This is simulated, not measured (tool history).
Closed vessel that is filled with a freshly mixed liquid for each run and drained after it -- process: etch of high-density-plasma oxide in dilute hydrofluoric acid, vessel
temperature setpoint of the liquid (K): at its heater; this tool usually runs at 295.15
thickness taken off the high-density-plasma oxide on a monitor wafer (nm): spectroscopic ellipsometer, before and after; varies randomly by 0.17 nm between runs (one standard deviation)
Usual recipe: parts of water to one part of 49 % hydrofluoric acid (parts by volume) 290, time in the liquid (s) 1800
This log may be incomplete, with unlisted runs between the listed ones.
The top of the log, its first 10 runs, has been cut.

run    hour  temperature setpoint of the liquid (K)  parts of water to one part of 49 % hydrofluoric acid (parts by volume)  time in the liquid (s)  read-back film thickness of the high-density-plasma oxide reference wafer, read on the same gauge (nm)  thickness taken off the high-density-plasma oxide on a monitor wafer (nm)
 11   508.3                                  297.65                                                                     165                    1495                                                                                                  111.74                                                                      45.22
 12   535.4                                  299.65                                                                     175                    2140                                                                                                  111.86                                                                      65.16
 13   596.4                                  295.15                                                                     425                    1800                                                                                                  112.18                                                                      15.03
 14   631.7                                  297.15                                                                     345                    1260                                                                                                  112.31                                                                      15.01
 15   667.4                                  292.65                                                                     290                    2090                                                                                                  112.48                                                                      26.17
 16   699.3                                  295.15                                                                     290                    1800                                                                                                   112.6                                                                      25.24
 17   737.4                                  295.15                                                                     170                    2520                                                                                                  112.77                                                                      67.62
 18   807.6                                  293.15                                                                     290                    1800                                                                                                   113.1                                                                      23.44
 19   877.7                                  295.15                                                                     400                    1405                                                                                                   113.4                                                                         13
      882.5  -- thermometer replaced
      956.7  -- hydrofluoric acid flow meter replaced
 20  1013.6                                  297.15                                                                     290                    1345                                                                                                  114.01                                                                      20.33
 21    1046                                  297.15                                                                     345                    1260                                                                                                  114.16                                                                       15.1
 22  1083.7                                  293.65                                                                     160                    2595                                                                                                   114.3                                                                      72.04
 23    1112                                  292.65                                                                     290                    2090                                                                                                  114.41                                                                      27.01
 24  1140.3                                  292.15                                                                     405                    2140                                                                                                  114.53                                                                      17.79
 25  1181.6                                  296.65                                                                     220                    2610                                                                                                  114.75                                                                      55.42
 26  1233.6                                  291.15                                                                     330                    2510                                                                                                  114.99                                                                      25.87
     1263.6  -- gauge calibrated
 27  1277.6                                  297.65                                                                     365                    1280                                                                                                  110.06                                                                       14.3
 28  1320.6                                  298.15                                                                     290                    1430                                                                                                  110.25                                                                       21.6
 29  1373.7                                  299.65                                                                     290                     805                                                                                                  110.46                                                                      12.93
 30    1412                                  295.15                                                                     290                    1800                                                                                                  110.67                                                                      24.59

Each row is a separate what-if for the run after 30, all from the same tool condition, not one after another. Results?
  A  1413.2                                  295.15                                                                     290                    1800                                                                                                       ?                                                                          ?
  B  1413.2                                  297.15                                                                     290                    2810                                                                                                       ?                                                                          ?
  C  1413.2                                  299.65                                                                     190                    1800                                                                                                       ?                                                                          ?
  D  1413.2                                  296.65                                                                     210                     875                                                                                                       ?                                                                          ?
  E  1413.2                                  299.15                                                                     290                     815                                                                                                       ?                                                                          ?

run  read-back film thickness of the high-density-plasma oxide reference wafer, read on the same gauge (nm)  thickness taken off the high-density-plasma oxide on a monitor wafer (nm)
  A                                                                                                  110.65                                                                      24.54
  B                                                                                                  110.65                                                                      41.12
  C                                                                                                  110.65                                                                      48.86
  D                                                                                                  110.65                                                                      18.84
  E                                                                                                  110.65                                                                      12.78
With the hidden condition removed and each run's random variation left untouched, the same runs would have given:
run  thickness taken off the high-density-plasma oxide on a monitor wafer (nm)
  A                                                                       24.4
  B                                                                      40.88
  C                                                                      48.57
  D                                                                      18.73
  E                                                                       12.7
